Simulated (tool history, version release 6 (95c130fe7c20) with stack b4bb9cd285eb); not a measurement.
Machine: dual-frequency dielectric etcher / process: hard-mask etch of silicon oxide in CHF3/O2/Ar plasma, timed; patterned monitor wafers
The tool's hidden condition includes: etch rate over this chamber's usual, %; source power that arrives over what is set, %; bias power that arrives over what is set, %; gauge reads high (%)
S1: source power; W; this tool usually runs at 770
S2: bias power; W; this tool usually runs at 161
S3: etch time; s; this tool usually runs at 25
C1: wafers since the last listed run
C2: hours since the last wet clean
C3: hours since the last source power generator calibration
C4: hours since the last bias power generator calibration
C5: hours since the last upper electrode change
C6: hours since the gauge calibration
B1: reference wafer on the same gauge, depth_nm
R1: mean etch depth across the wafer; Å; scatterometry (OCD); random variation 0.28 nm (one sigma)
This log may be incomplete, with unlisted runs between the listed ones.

Run 1, hour 0: usual settings; C1 0; C2 297.7; C3 2792.8; C4 4785.3; C5 4308.7; C6 381.4; B1 57.2. Result: R1 501 Å.
Run 2, hour 10.8: usual settings; C1 199; C2 308.5; C3 2803.6; C4 4796.1; C5 4319.5; C6 392.2; B1 57.3. Result: R1 500 Å.
Run 3, hour 25: usual settings but S2 174 W; C1 262; C2 322.7; C3 2817.8; C4 4810.3; C5 4333.7; C6 406.4; B1 57.2. Result: R1 510 Å.
Run 4, hour 41.4: usual settings but S2 174 W; C1 303; C2 339.1; C3 2834.2; C4 4826.7; C5 4350.1; C6 422.8; B1 57.2. Result: R1 508 Å.
Run 5, hour 51.8: usual settings; C1 192; C2 349.5; C3 2844.6; C4 4837.1; C5 4360.5; C6 433.2; B1 57.2. Result: R1 501 Å.
Run 6, hour 68.9: usual settings; C1 316; C2 366.6; C3 2861.7; C4 4854.2; C5 4377.6; C6 450.3; B1 57.2. Result: R1 493 Å.
Run 7, hour 82.9: usual settings; C1 258; C2 380.6; C3 2875.7; C4 4868.2; C5 4391.6; C6 464.3; B1 57.2. Result: R1 494 Å.
At hour 87.1: source power generator calibrated.
Run 8, hour 95.5: usual settings; C1 159; C2 393.2; C3 8.4; C4 4880.8; C5 4404.2; C6 476.9; B1 57.2. Result: R1 497 Å.
Run 9, hour 107.8: usual settings but S1 910 W, S2 178 W, S3 21 s; C1 227; C2 405.5; C3 20.7; C4 4893.1; C5 4416.5; C6 489.2; B1 57.2. Result: R1 460 Å.
Run 10, hour 115.8: usual settings but S1 690 W, S2 126 W; C1 147; C2 413.5; C3 28.7; C4 4901.1; C5 4424.5; C6 497.2; B1 57.2. Result: R1 442 Å.
Run 11, hour 133.6: usual settings but S2 145 W, S3 19.5 s; C1 329; C2 431.3; C3 46.5; C4 4918.9; C5 4442.3; C6 515; B1 57.3. Result: R1 375 Å.
Run 12, hour 148.1: usual settings but S1 870 W, S2 177 W, S3 21.5 s; C1 268; C2 445.8; C3 61; C4 4933.4; C5 4456.8; C6 529.5; B1 57.2. Result: R1 457 Å.
Run 13, hour 159.8: usual settings; C1 216; C2 457.5; C3 72.7; C4 4945.1; C5 4468.5; C6 541.2; B1 57.1. Result: R1 493 Å.
Run 14, hour 175.8: usual settings but S1 700 W; C1 295; C2 473.5; C3 88.7; C4 4961.1; C5 4484.5; C6 557.2; B1 57.1. Result: R1 470 Å.
Run 15, hour 184.2: usual settings; C1 155; C2 481.9; C3 97.1; C4 4969.5; C5 4492.9; C6 565.6; B1 57.3. Result: R1 488 Å.
Run 16, hour 197.8: usual settings; C1 251; C2 495.5; C3 110.7; C4 4983.1; C5 4506.5; C6 579.2; B1 57.2. Result: R1 488 Å.
Run 17, hour 206.3: usual settings; C1 157; C2 504; C3 119.2; C4 4991.6; C5 4515; C6 587.7; B1 57.2. Result: R1 493 Å.
At hour 219.6: bias power generator calibrated.
At hour 234.4: upper electrode replaced.
Run 18, hour 234.9: usual settings but S2 130 W, S3 32 s; C1 180; C2 532.6; C3 147.8; C4 15.3; C5 0.5; C6 616.3; B1 57.2. Result: R1 594 Å.
Run 19, hour 235.2: usual settings; C1 3; C2 532.9; C3 148.1; C4 15.6; C5 0.8; C6 616.6; B1 57.1. Result: R1 493 Å.
At hour 259.1: wet clean of the chamber.
Run 20, hour 259.6: usual settings but S1 590 W, S2 140 W, S3 32 s; C1 9; C2 0.5; C3 172.5; C4 40; C5 25.2; C6 641; B1 57.1. Result: R1 562 Å.
Run 21, hour 259.9: usual settings; C1 5; C2 0.8; C3 172.8; C4 40.3; C5 25.5; C6 641.3; B1 57.2. Result: R1 511 Å.
At hour 260.3: gauge calibrated.
Run 22, hour 264.6: usual settings but S1 850 W, S2 127 W, S3 27 s; C1 86; C2 5.5; C3 177.5; C4 45; C5 30.2; C6 4.3; B1 57.2. Result: R1 544 Å.
Run 23, hour 302.6: usual settings; C1 702; C2 43.5; C3 215.5; C4 83; C5 68.2; C6 42.3; B1 57.2. Result: R1 510 Å.
Run 24, hour 309.5: usual settings but S1 720 W, S2 132 W, S3 28.5 s; C1 127; C2 50.4; C3 222.4; C4 89.9; C5 75.1; C6 49.2; B1 57.2. Result: R1 534 Å.
Run 25, hour 345.4: usual settings but S1 950 W, S2 123 W, S3 31 s; C1 664; C2 86.3; C3 258.3; C4 125.8; C5 111; C6 85.1; B1 57.3. Result: R1 647 Å.
Run 26, hour 363: usual settings but S2 186 W, S3 20.5 s; C1 325; C2 103.9; C3 275.9; C4 143.4; C5 128.6; C6 102.7; B1 57.2. Result: R1 435 Å.
Run 27, hour 378.5: usual settings but S1 920 W, S2 191 W, S3 28 s; C1 286; C2 119.4; C3 291.4; C4 158.9; C5 144.1; C6 118.2; B1 57.1. Result: R1 642 Å.
Run 28, hour 389.5: usual settings but S1 940 W, S2 140 W, S3 29 s; C1 203; C2 130.4; C3 302.4; C4 169.9; C5 155.1; C6 129.2; B1 57.1. Result: R1 617 Å.
Run 29, hour 396.7: usual settings but S3 20 s; C1 133; C2 137.6; C3 309.6; C4 177.1; C5 162.3; C6 136.4; B1 57.2. Result: R1 406 Å.

For each run, what was the tool's unlogged condition?
source power that arrives over what is set, %: 0 across all the runs
bias power that arrives over what is set, %: 0 across all the runs
gauge reads high (%): 0 across all the runs
H1: etch rate over this chamber's usual, %
run      H1
  1    -2.5
  2    -2.6
  3   -2.73
  4   -2.89
  5   -2.99
  6   -3.15
  7   -3.28
  8    -3.4
  9   -3.52
 10    -3.6
 11   -3.77
 12    -3.9
 13   -4.01
 14   -4.17
 15   -4.25
 16   -4.37
 17   -4.46
 18   -4.73
 19   -4.73
 20  -0.131
 21  -0.134
 22  -0.179
 23  -0.539
 24  -0.605
 25  -0.946
 26   -1.11
 27   -1.26
 28   -1.36
 29   -1.43

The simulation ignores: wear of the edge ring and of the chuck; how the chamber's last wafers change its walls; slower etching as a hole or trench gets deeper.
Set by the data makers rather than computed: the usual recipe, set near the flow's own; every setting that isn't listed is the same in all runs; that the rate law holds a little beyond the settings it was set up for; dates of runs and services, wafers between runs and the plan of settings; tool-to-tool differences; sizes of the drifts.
